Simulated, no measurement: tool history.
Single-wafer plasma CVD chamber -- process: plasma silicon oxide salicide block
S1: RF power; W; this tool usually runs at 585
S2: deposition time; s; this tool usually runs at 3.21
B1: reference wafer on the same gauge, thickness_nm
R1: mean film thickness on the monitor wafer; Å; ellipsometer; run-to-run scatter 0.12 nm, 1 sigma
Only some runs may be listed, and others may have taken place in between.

Run 1, hour 0: usual settings but S1 525 W; B1 28.691. Result: R1 292.79 Å.
At hour 22.5: RF generator calibrated.
Run 2, hour 58.6: usual settings but S1 525 W; B1 28.697. Result: R1 298.4 Å.
Run 3, hour 122.6: usual settings but S1 525 W; B1 28.682. Result: R1 297.96 Å.
Run 4, hour 155.5: usual settings; B1 28.697. Result: R1 304.89 Å.
Run 5, hour 214.6: usual settings; B1 28.707. Result: R1 304.53 Å.
Run 6, hour 263.2: usual settings; B1 28.707. Result: R1 306.19 Å.
Run 7, hour 325.9: usual settings; B1 28.699. Result: R1 306.13 Å.
Run 8, hour 375.5: usual settings; B1 28.68. Result: R1 302.17 Å.
Run 9, hour 431.7: usual settings; B1 28.683. Result: R1 300.89 Å.
Run 10, hour 472: usual settings; B1 28.689. Result: R1 304.22 Å.
Run 11, hour 496.3: usual settings; B1 28.716. Result: R1 303.04 Å.
Run 12, hour 528.8: usual settings; B1 28.732. Result: R1 303.55 Å.
Run 13, hour 556.4: usual settings; B1 28.719. Result: R1 301.28 Å.
Run 14, hour 596.2: usual settings; B1 28.7. Result: R1 303.95 Å.
Run 15, hour 650.9: usual settings; B1 28.666. Result: R1 302.95 Å.
Run 16, hour 684.6: usual settings; B1 28.698. Result: R1 301.85 Å.
Run 17, hour 732.4: usual settings; B1 28.717. Result: R1 303.76 Å.
Run 18, hour 781.6: usual settings; B1 28.697. Result: R1 299.86 Å.
Run 19, hour 850.7: usual settings; B1 28.682. Result: R1 303 Å.
Run 20, hour 891.3: usual settings but S1 610 W; B1 28.683. Result: R1 303.66 Å.
Run 21, hour 916.5: usual settings but S1 610 W; B1 28.703. Result: R1 302.96 Å.
Run 22, hour 979.4: usual settings but S1 610 W; B1 28.702. Result: R1 303.77 Å.
Run 23, hour 1012.2: usual settings; B1 28.705. Result: R1 300.65 Å.
Run 24, hour 1080.8: usual settings; B1 28.698. Result: R1 302.63 Å.
Run 25, hour 1128.7: usual settings but S1 690 W, S2 3.48 s; B1 28.717. Result: R1 339.11 Å.
Run 26, hour 1174: usual settings but S1 475 W; B1 28.712. Result: R1 285.65 Å.
Run 27, hour 1380: usual settings but S1 520 W, S2 2.79 s; B1 28.702. Result: R1 253.54 Å.
Run 28, hour 1430.2: usual settings but S1 690 W, S2 3.76 s; B1 28.702. Result: R1 367.02 Å.
At hour 1487: gauge calibrated.
Run 29, hour 1495.3: usual settings but S1 630 W, S2 3.84 s; B1 28.698. Result: R1 365.01 Å.
Run 30, hour 1565.7: usual settings but S1 540 W, S2 3.48 s; B1 28.684. Result: R1 319.69 Å.
At hour 1581.9: RF generator calibrated.
Run 31, hour 1603.6: usual settings but S2 3.85 s; B1 28.7. Result: R1 366.74 Å.
Run 32, hour 1634: usual settings but S1 660 W, S2 2.78 s; B1 28.704. Result: R1 272.49 Å.
Run 33, hour 1664.9: usual settings; B1 28.671. Result: R1 303.46 Å.
At hour 1678.1: showerhead replaced.
Run 34, hour 1713.2: usual settings but S1 670 W, S2 3 s; B1 28.712. Result: R1 291.1 Å.
Run 35, hour 1762.3: usual settings but S1 685 W; B1 28.722. Result: R1 314.34 Å.
Run 36, hour 1807.9: usual settings but S2 3.85 s; B1 28.688. Result: R1 364.21 Å.
Run 37, hour 1870.2: usual settings; B1 28.712. Result: R1 303.38 Å.
Run 38, hour 1901.9: usual settings but S1 620 W, S2 3.82 s; B1 28.71. Result: R1 363.7 Å.
Run 39, hour 1945.5: usual settings; B1 28.703. Result: R1 301.32 Å.
Run 40, hour 2004.2: usual settings but S1 470 W, S2 3.62 s; B1 28.703. Result: R1 324.75 Å.
Run 41, hour 2070.8: usual settings but S1 610 W; B1 28.732. Result: R1 303.04 Å.
Run 42, hour 2122.8: usual settings but S1 515 W; B1 28.693. Result: R1 293.26 Å.
Run 43, hour 2165.4: usual settings but S1 525 W, S2 3.44 s; B1 28.708. Result: R1 312.3 Å.
Run 44, hour 2197.7: usual settings; B1 28.694. Result: R1 300.61 Å.
Run 45, hour 2260.7: usual settings but S1 670 W, S2 3.6 s; B1 28.722. Result: R1 348.65 Å.

Below are 3 alternative next runs, each starting from the tool's condition after run 45. Predict each:
Run A, hour 2261.1: usual settings but S2 3.49 s; B1 ?. Result: R1 ?.
Run B, hour 2261.1: usual settings but S1 475 W, S2 2.9 s; B1 ?. Result: R1 ?.
Run C, hour 2261.1: usual settings but S1 665 W, S2 2.64 s; B1 ?. Result: R1 ?.

run      B1      R1
  A  28.679  327.97
  B  28.679  259.99
  C  28.679  255.68
With no hidden state in the tool, these same runs would have given:
run      R1
  A  334.06
  B  264.82
  C  260.43
